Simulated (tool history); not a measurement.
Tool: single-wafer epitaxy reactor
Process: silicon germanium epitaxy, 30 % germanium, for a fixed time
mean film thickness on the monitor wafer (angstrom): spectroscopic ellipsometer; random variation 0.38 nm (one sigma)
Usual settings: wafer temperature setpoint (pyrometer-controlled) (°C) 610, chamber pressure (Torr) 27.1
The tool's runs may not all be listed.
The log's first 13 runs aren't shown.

| run | hour | wafer temperature setpoint (pyrometer-controlled) (°C) | chamber pressure (Torr) | wafers since the last listed run | hours since the last pyrometer calibration | hours since the last manometer calibration | hours since the showerhead was replaced | hours since the gauge calibration | read-back reference wafer on the same gauge, thickness_nm | mean film thickness on the monitor wafer (angstrom) |
|---|---|---|---|---|---|---|---|---|---|---|
| 14 | 349.0 | 596 | 32.5 | 569 | 937.3 | 1156.0 | 228.4 | 735.9 | 75.646 | 654.73 |
|  | 365.8 | gauge calibrated |
| 15 | 373.6 | 624 | 24.5 | 413 | 961.9 | 1180.6 | 253.0 | 7.8 | 75.738 | 994.32 |
| 16 | 387.9 | 600 | 30.4 | 240 | 976.2 | 1194.9 | 267.3 | 22.1 | 75.827 | 696.50 |
| 17 | 418.2 | 610 | 27.1 | 509 | 1006.5 | 1225.2 | 297.6 | 52.4 | 75.949 | 807.86 |
|  | 443.1 | pyrometer calibrated |
| 18 | 443.6 | 602 | 31.0 | 292 | 0.5 | 1250.6 | 323.0 | 77.8 | 75.858 | 727.57 |
| 19 | 457.7 | 617 | 24.4 | 236 | 14.6 | 1264.7 | 337.1 | 91.9 | 75.746 | 890.26 |
| 20 | 470.6 | 619 | 32.1 | 216 | 27.5 | 1277.6 | 350.0 | 104.8 | 75.693 | 977.88 |
|  | 500.7 | capacitance manometer re-zeroed and calibrated |
| 21 | 501.2 | 610 | 27.1 | 379 | 58.1 | 0.5 | 380.6 | 135.4 | 75.850 | 784.51 |
| 22 | 521.0 | 599 | 22.5 | 332 | 77.9 | 20.3 | 400.4 | 155.2 | 75.913 | 624.75 |
| 23 | 546.6 | 620 | 21.3 | 430 | 103.5 | 45.9 | 426.0 | 180.8 | 75.683 | 892.81 |
| 24 | 575.0 | 615 | 22.3 | 477 | 131.9 | 74.3 | 454.4 | 209.2 | 75.879 | 825.37 |
| 25 | 598.4 | 610 | 20.5 | 393 | 155.3 | 97.7 | 477.8 | 232.6 | 75.783 | 739.33 |
| 26 | 615.8 | 610 | 27.1 | 292 | 172.7 | 115.1 | 495.2 | 250.0 | 75.838 | 787.11 |
| 27 | 638.1 | 610 | 27.1 | 374 | 195.0 | 137.4 | 517.5 | 272.3 | 75.946 | 782.81 |
| 28 | 663.0 | 614 | 31.8 | 418 | 219.9 | 162.3 | 542.4 | 297.2 | 75.691 | 872.60 |
| 29 | 697.1 | 610 | 27.1 | 572 | 254.0 | 196.4 | 576.5 | 331.3 | 75.785 | 785.82 |
| 30 | 728.2 | 610 | 27.1 | 522 | 285.1 | 227.5 | 607.6 | 362.4 | 75.943 | 787.52 |
| 31 | 757.4 | 595 | 30.2 | 490 | 314.3 | 256.7 | 636.8 | 391.6 | 75.964 | 621.81 |
| 32 | 778.9 | 610 | 27.1 | 361 | 335.8 | 278.2 | 658.3 | 413.1 | 75.890 | 794.70 |
| 33 | 798.6 | 601 | 23.3 | 331 | 355.5 | 297.9 | 678.0 | 432.8 | 75.989 | 649.81 |
| 34 | 822.2 | 620 | 27.1 | 396 | 379.1 | 321.5 | 701.6 | 456.4 | 75.674 | 941.22 |
| 35 | 846.3 | 595 | 27.1 | 404 | 403.2 | 345.6 | 725.7 | 480.5 | 75.696 | 603.85 |
| 36 | 871.1 | 610 | 22.2 | 416 | 428.0 | 370.4 | 750.5 | 505.3 | 75.887 | 752.36 |

3 ways to go on from here, each from the tool as it stands after run 36. What would each give?
| A | 871.5 | 610 | 27.1 | 6 | 428.4 | 370.8 | 750.9 | 505.7 | ? | ? |
| B | 871.5 | 596 | 21.8 | 6 | 428.4 | 370.8 | 750.9 | 505.7 | ? | ? |
| C | 871.5 | 614 | 27.1 | 6 | 428.4 | 370.8 | 750.9 | 505.7 | ? | ? |

| run | read-back reference wafer on the same gauge, thickness_nm | mean film thickness on the monitor wafer (angstrom) |
|---|---|---|
| A | 75.905 | 789.82 |
| B | 75.905 | 588.18 |
| C | 75.905 | 846.04 |
Without the tool's hidden state the same runs would have given:
| run | mean film thickness on the monitor wafer (angstrom) |
|---|---|
| A | 789.89 |
| B | 588.24 |
| C | 846.13 |
